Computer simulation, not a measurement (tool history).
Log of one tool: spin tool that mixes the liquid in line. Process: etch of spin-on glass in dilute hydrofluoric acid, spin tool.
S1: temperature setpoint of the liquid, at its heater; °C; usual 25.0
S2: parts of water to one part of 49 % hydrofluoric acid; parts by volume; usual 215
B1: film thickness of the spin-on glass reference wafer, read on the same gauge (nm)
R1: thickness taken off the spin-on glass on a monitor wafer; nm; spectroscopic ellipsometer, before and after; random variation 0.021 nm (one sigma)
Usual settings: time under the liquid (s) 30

run 1 day=0.000 | S1=25.0 S2=215 time_under_the_liquid_(s)=30 | B1=90.004 | R1=3.640
run 2 day=0.646 | S1=25.0 S2=215 time_under_the_liquid_(s)=30 | B1=90.012 | R1=3.633
run 3 day=1.267 | S1=25.0 S2=215 time_under_the_liquid_(s)=30 | B1=89.989 | R1=3.651
-- day=2.992 hydrofluoric acid flow meter replaced
run 4 day=3.171 | S1=25.0 S2=160 time_under_the_liquid_(s)=30 | B1=89.981 | R1=6.273
run 5 day=3.546 | S1=25.0 S2=160 time_under_the_liquid_(s)=30 | B1=89.955 | R1=6.200
-- day=4.075 thermometer replaced
run 6 day=4.233 | S1=25.0 S2=160 time_under_the_liquid_(s)=30 | B1=89.984 | R1=6.215
run 7 day=4.788 | S1=25.0 S2=215 time_under_the_liquid_(s)=30 | B1=89.995 | R1=4.318
-- day=5.071 gauge calibrated
run 8 day=5.267 | S1=25.0 S2=215 time_under_the_liquid_(s)=30 | B1=89.984 | R1=4.336
run 9 day=6.000 | S1=21.0 S2=215 time_under_the_liquid_(s)=30 | B1=89.974 | R1=3.741
run 10 day=6.725 | S1=25.0 S2=215 time_under_the_liquid_(s)=30 | B1=89.990 | R1=4.327
run 11 day=7.042 | S1=29.5 S2=215 time_under_the_liquid_(s)=30 | B1=89.967 | R1=5.062
run 12 day=7.717 | S1=22.0 S2=275 time_under_the_liquid_(s)=30 | B1=90.006 | R1=2.824
run 13 day=8.242 | S1=25.0 S2=215 time_under_the_liquid_(s)=20 | B1=90.019 | R1=2.887
run 14 day=8.767 | S1=29.0 S2=175 time_under_the_liquid_(s)=30 | B1=90.002 | R1=6.399
run 15 day=9.421 | S1=23.5 S2=260 time_under_the_liquid_(s)=15 | B1=90.020 | R1=1.590

Forecast each of these 4 alternatives for the next run:
run A day=9.438 | S1=25.0 S2=265 time_under_the_liquid_(s)=30 | B1=? | R1=?
run B day=9.438 | S1=29.5 S2=315 time_under_the_liquid_(s)=15 | B1=? | R1=?
run C day=9.438 | S1=22.0 S2=145 time_under_the_liquid_(s)=25 | B1=? | R1=?
run D day=9.438 | S1=25.0 S2=250 time_under_the_liquid_(s)=45 | B1=? | R1=?

run=A B1=89.966 R1=3.278
run=B B1=89.966 R1=1.520
run=C B1=89.966 R1=5.080
run=D B1=89.966 R1=5.294
Without the tool's hidden state the same runs would have given:
run=A R1=3.337
run=B R1=1.549
run=C R1=5.165
run=D R1=5.390
